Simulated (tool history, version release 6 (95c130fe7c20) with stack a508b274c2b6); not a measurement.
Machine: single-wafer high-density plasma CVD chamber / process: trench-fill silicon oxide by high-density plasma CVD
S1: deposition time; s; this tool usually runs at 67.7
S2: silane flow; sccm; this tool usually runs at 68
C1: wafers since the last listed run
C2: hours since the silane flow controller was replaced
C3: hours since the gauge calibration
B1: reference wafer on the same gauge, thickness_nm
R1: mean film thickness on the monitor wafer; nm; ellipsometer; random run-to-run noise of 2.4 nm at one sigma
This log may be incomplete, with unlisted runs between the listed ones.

run	hour	S1	S2	C1	C2	C3	B1	R1
1	0	67.7	68	0	943.1	394.8	477.713	423.341
2	92	67.7	68	906	1035.1	486.8	477.54	428.208
3	182	67.7	68	886	1125.1	576.8	476.985	426.057
4	251	64.1	68	679	1194.1	645.8	478.208	405.445
5	344.5	77.3	75	921	1287.6	739.3	478.218	529.825
6	404.2	73.6	78	588	1347.3	799	478.53	526.595
7	469.2	73.6	78	640	1412.3	864	479.24	530.983
8	548	67.7	68	776	1491.1	942.8	480.075	428.2
9	617.6	67.7	68	685	1560.7	1012.4	480.858	423.672
10	707.2	67.7	68	882	1650.3	1102	481.271	427.727
11	801.1	67.7	68	925	1744.2	1195.9	481.549	429.316
12	843.2	67.7	68	414	1786.3	1238	482.567	426.239
13	890.2	76	68	463	1833.3	1285	483.204	480.052
14	977.6	67.7	68	861	1920.7	1372.4	482.108	427.497
15	1021	80.4	60	427	1964.1	1415.8	482.95	453.201
16	1126.8	60.6	79	1042	2069.9	1521.6	484.574	449.812
17	1388.7	72.7	80	2580	2331.8	1783.5	487.595	545.767
18	1472	79.6	60	820	2415.1	1866.8	488.007	448.003
# hour 1488.3: gauge calibrated
19	1539.3	72.7	56	663	2482.4	51	477.315	377.921
20	1604.9	60.2	63	646	2548	116.6	476.287	350.246
21	1685.4	76	68	793	2628.5	197.1	478.117	472.051
22	1758.1	67.7	80	716	2701.2	269.8	477.145	499.479
# hour 1833: silane flow controller replaced
23	1833.5	78.9	77	664	0.5	345.2	477.106	556.396
24	1925.1	73.1	75	902	92.1	436.8	477.452	499.2
25	2031.6	67.7	68	1049	198.6	543.3	477.688	419.882
26	2111.9	73.6	78	791	278.9	623.6	478.699	535.344
27	2170.6	80.5	62	578	337.6	682.3	478.106	460.857
28	2392.1	63.3	73	2182	559.1	903.8	478.796	425.392
29	2455	73.1	75	619	622	966.7	479.497	508.053

Results per run with the tool's hidden condition removed, run-to-run variation unchanged:
What the log doesn't record here: delivered silane flow above the setpoint (%); gauge reads high (%).
run	R1
1	424.089
2	428.721
3	426.281
4	405.418
5	529.31
6	525.746
7	529.726
8	426.762
9	421.849
10	425.324
11	426.263
12	422.908
13	475.907
14	423.124
15	448.189
16	443.882
17	535.37
18	438.552
19	378.932
20	351.156
21	473.193
22	500.568
23	557.428
24	499.875
25	420.142
26	535.324
27	460.593
28	424.105
29	506.1
